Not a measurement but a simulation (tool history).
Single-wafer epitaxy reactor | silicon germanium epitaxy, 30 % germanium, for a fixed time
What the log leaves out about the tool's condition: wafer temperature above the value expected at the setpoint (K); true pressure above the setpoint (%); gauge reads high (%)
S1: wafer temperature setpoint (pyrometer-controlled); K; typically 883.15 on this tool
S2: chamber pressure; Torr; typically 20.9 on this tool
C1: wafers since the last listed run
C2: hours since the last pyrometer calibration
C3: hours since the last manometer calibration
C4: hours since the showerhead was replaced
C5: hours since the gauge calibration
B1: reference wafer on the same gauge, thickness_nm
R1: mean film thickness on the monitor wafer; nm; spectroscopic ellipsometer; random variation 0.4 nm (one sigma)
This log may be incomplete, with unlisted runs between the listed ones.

run	day	S1	S2	C1	C2	C3	C4	C5	B1	R1
1	0	883.15	20.9	0	976.9	297.6	4775.3	1485.2	85.811	77.9
2	1.362	883.15	20.9	375	1009.6	330.3	4808	1517.9	85.729	77.991
3	3.754	873.15	24	658	1067	387.7	4865.4	1575.3	85.781	65.601
4	6.538	873.15	24	766	1133.8	454.5	4932.2	1642.1	85.792	65.613
5	9.446	883.15	20.9	800	1203.6	524.3	5002	1711.9	85.805	76.414
6	10.592	883.15	20.9	315	1231.1	551.8	5029.5	1739.4	85.818	77.649
7	16.042	883.15	20.9	1500	1361.9	682.6	5160.3	1870.2	85.819	76.811
8	18.942	891.15	22.2	798	1431.5	752.2	5229.9	1939.8	85.819	91.509
9	21.55	891.15	22.2	718	1494.1	814.8	5292.5	2002.4	85.726	91.533
10	24.246	891.15	22.2	742	1558.8	879.5	5357.2	2067.1	85.803	91.539
11	27.004	883.15	20.9	759	1625	945.7	5423.4	2133.3	85.746	76.862
# day 27.854: pyrometer calibrated
12	29.292	893.15	18	538	34.5	1000.6	5478.3	2188.2	85.802	95.519
# day 29.912: gauge calibrated
13	31.142	893.15	18	509	78.9	1045	5522.7	29.5	85.877	95.115
14	32.483	883.15	20.9	369	111.1	1077.2	5554.9	61.7	85.804	81.047
15	34.217	883.15	20.9	477	152.7	1118.8	5596.5	103.3	85.786	82.539
16	36.504	883.15	22.2	629	207.6	1173.7	5651.4	158.2	85.802	83.576
17	38.696	872.15	17.6	603	260.2	1226.3	5704	210.8	85.919	61.758
18	41.312	874.15	19.4	720	323	1289.1	5766.8	273.6	85.799	66.333
19	43.012	875.15	19.1	468	363.8	1329.9	5807.6	314.4	85.841	68.124
# day 43.467: pyrometer calibrated, repeated, since the last time left the tool worse
20	44.633	883.15	20.9	354	28	1368.8	5846.5	353.3	85.766	78.231
21	46.579	872.15	17.4	535	74.7	1415.5	5893.2	400	85.801	58.774
22	47.988	888.15	24	387	108.5	1449.3	5927	433.8	85.793	90.651
23	49.367	883.15	20.9	379	141.6	1482.4	5960.1	466.9	85.768	78.708
24	52.267	895.15	23	798	211.2	1552	6029.7	536.5	85.853	103.418
25	54.833	883.15	20.9	706	272.8	1613.6	6091.3	598.1	85.78	78.066
# day 55.462: capacitance manometer re-zeroed and calibrated
26	57.192	872.15	26.1	557	329.4	41.5	6147.9	654.7	85.7	67.665
27	59.683	877.15	18.4	686	389.2	101.3	6207.7	714.5	85.793	66.572
28	60.8	873.15	23.6	307	416	128.1	6234.5	741.3	85.804	66.432
# day 61.367: showerhead replaced
29	63.512	883.15	20.9	655	481.1	193.2	51.5	806.4	85.883	78.333
30	65.767	879.15	20.9	620	535.2	247.3	105.6	860.5	85.804	72.224
31	68.075	883.15	20.9	635	590.6	302.7	161	915.9	85.806	78.519
32	74.5	898.15	17.7	1769	744.8	456.9	315.2	1070.1	85.787	99.585
33	77.246	883.15	20.9	756	810.7	522.8	381.1	1136	85.873	78.082
34	78.592	883.15	16.7	370	843	555.1	413.4	1168.3	85.77	72.54

Pick out some run-to-run changes in R1. Of each, how much would a tool without hidden state show as well, from the settings, what came in and chance, and how much is left for the hidden state and any gauge scatter not in both results compared?
Run 11 -> 12: S1 883.15 -> 893.15, S2 20.9 -> 18, pyrometer calibrated. R1 +18.657 nm: hidden state +5.666, all else +12.991.
Run 16 -> 17: S1 883.15 -> 872.15, S2 22.2 -> 17.6. R1 -21.818 nm: hidden state -0.845, all else -20.973.
Run 19 -> 20: S1 875.15 -> 883.15, S2 19.1 -> 20.9, pyrometer calibrated, repeated, since the last time left the tool worse. R1 +10.107 nm: hidden state -2.713, all else +12.82.
Run 21 -> 22: S1 872.15 -> 888.15, S2 17.4 -> 24. R1 +31.877 nm: hidden state +0.033, all else +31.844.
Run 23 -> 24: S1 883.15 -> 895.15, S2 20.9 -> 23. R1 +24.71 nm: hidden state +0.002, all else +24.708.
Run 24 -> 25: S1 895.15 -> 883.15, S2 23 -> 20.9. R1 -25.352 nm: hidden state -0.044, all else -25.308.
